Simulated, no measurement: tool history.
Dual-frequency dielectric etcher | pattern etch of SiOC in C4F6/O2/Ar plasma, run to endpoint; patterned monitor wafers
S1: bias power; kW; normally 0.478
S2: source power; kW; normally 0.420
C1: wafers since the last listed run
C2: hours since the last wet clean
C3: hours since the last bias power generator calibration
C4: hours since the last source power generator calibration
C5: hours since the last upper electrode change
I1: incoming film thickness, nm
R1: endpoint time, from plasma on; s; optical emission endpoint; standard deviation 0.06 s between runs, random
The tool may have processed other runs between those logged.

run	day	S1	S2	C1	C2	C3	C4	C5	I1	R1
1	0.000	0.478	0.450	0	56.9	1794.9	1302.0	4322.7	33.77	11.0
2	0.733	0.384	0.420	293	74.5	1812.5	1319.6	4340.3	33.70	12.7
3	1.800	0.384	0.420	426	100.1	1838.1	1345.2	4365.9	33.71	12.5
4	2.938	0.384	0.420	454	127.4	1865.4	1372.5	4393.2	33.86	12.6
5	3.854	0.478	0.420	366	149.4	1887.4	1394.5	4415.2	33.63	11.1
6	5.025	0.478	0.340	468	177.5	1915.5	1422.6	4443.3	33.76	11.9
7	6.129	0.404	0.420	441	204.0	1942.0	1449.1	4469.8	33.72	12.0
8	7.012	0.404	0.420	353	225.2	1963.2	1470.3	4491.0	33.72	12.1
9	8.338	0.404	0.420	529	257.0	1995.0	1502.1	4522.8	33.67	11.9
10	9.688	0.478	0.420	539	289.4	2027.4	1534.5	4555.2	33.59	11.0
11	11.050	0.478	0.420	544	322.1	2060.1	1567.2	4587.9	33.63	10.9
# day 11.458: bias power generator calibrated
12	11.692	0.478	0.420	189	337.5	5.6	1582.6	4603.3	33.46	10.7
13	13.088	0.410	0.420	557	371.0	39.1	1616.1	4636.8	33.70	11.8
# day 14.792: upper electrode replaced
14	17.442	0.410	0.420	1340	475.5	143.6	1720.6	63.6	33.53	11.5
15	18.442	0.397	0.400	399	499.5	167.6	1744.6	87.6	33.59	12.0
16	19.429	0.397	0.400	394	523.2	191.3	1768.3	111.3	33.63	12.1
17	20.188	0.402	0.380	303	541.4	209.5	1786.5	129.5	33.34	12.0
18	21.279	0.373	0.420	436	567.6	235.7	1812.7	155.7	33.70	12.1
# day 23.012: wet clean of the chamber
19	23.033	0.378	0.460	301	0.5	277.8	1854.8	197.8	33.78	12.4
20	23.329	0.444	0.480	118	7.6	284.9	1861.9	204.9	33.85	11.2
21	23.917	0.551	0.390	234	21.7	299.0	1876.0	219.0	33.92	10.7
22	25.400	0.478	0.350	592	57.3	334.6	1911.6	254.6	33.65	11.8
23	26.796	0.478	0.420	557	90.8	368.1	1945.1	288.1	33.35	11.0
# day 27.258: source power generator calibrated
24	28.262	0.518	0.490	519	126.0	403.3	24.1	323.3	33.80	10.1
25	29.129	0.562	0.480	346	146.8	424.1	44.9	344.1	33.57	9.7
26	30.162	0.478	0.420	413	171.6	448.9	69.7	368.9	33.37	10.9
27	30.921	0.478	0.420	303	189.8	467.1	87.9	387.1	33.84	11.1
28	31.658	0.478	0.420	294	207.5	484.8	105.6	404.8	33.55	10.9
29	32.983	0.580	0.480	529	239.3	516.6	137.4	436.6	33.83	9.5
30	34.096	0.380	0.480	444	266.0	543.3	164.1	463.3	33.82	12.0
31	34.804	0.583	0.490	283	283.0	560.3	181.1	480.3	33.72	9.4
32	36.017	0.398	0.470	484	312.1	589.4	210.2	509.4	33.14	11.5
33	37.138	0.523	0.350	448	339.0	616.3	237.1	536.3	33.56	10.9
34	38.467	0.396	0.470	531	370.9	648.2	269.0	568.2	33.91	11.6

Pick out some run-to-run changes in R1. Of each, how much would a tool without hidden state show as well, from the settings, what came in and chance, and how much is left for the hidden state and any gauge scatter not in both results compared?
The tool's hidden condition here consists of: etch rate over this chamber's usual, %; bias power that arrives over what is set, %; source power that arrives over what is set, %.
Run 1 -> 2: S1 0.478 -> 0.384, S2 0.450 -> 0.420. R1 +1.7 s: hidden state -0.1, all else +1.8.
Run 4 -> 5: S1 0.384 -> 0.478. R1 -1.5 s: hidden state -0.1, all else -1.4.
Run 18 -> 19: S1 0.373 -> 0.378, S2 0.420 -> 0.460, wet clean of the chamber. R1 +0.3 s: hidden state +0.7, all else -0.4.
Run 29 -> 30: S1 0.580 -> 0.380. R1 +2.5 s: hidden state -0.1, all else +2.6.
Run 30 -> 31: S1 0.380 -> 0.583, S2 0.480 -> 0.490. R1 -2.6 s: hidden state +0.1, all else -2.7.
Run 31 -> 32: S1 0.583 -> 0.398, S2 0.490 -> 0.470. R1 +2.1 s: hidden state -0.1, all else +2.2.

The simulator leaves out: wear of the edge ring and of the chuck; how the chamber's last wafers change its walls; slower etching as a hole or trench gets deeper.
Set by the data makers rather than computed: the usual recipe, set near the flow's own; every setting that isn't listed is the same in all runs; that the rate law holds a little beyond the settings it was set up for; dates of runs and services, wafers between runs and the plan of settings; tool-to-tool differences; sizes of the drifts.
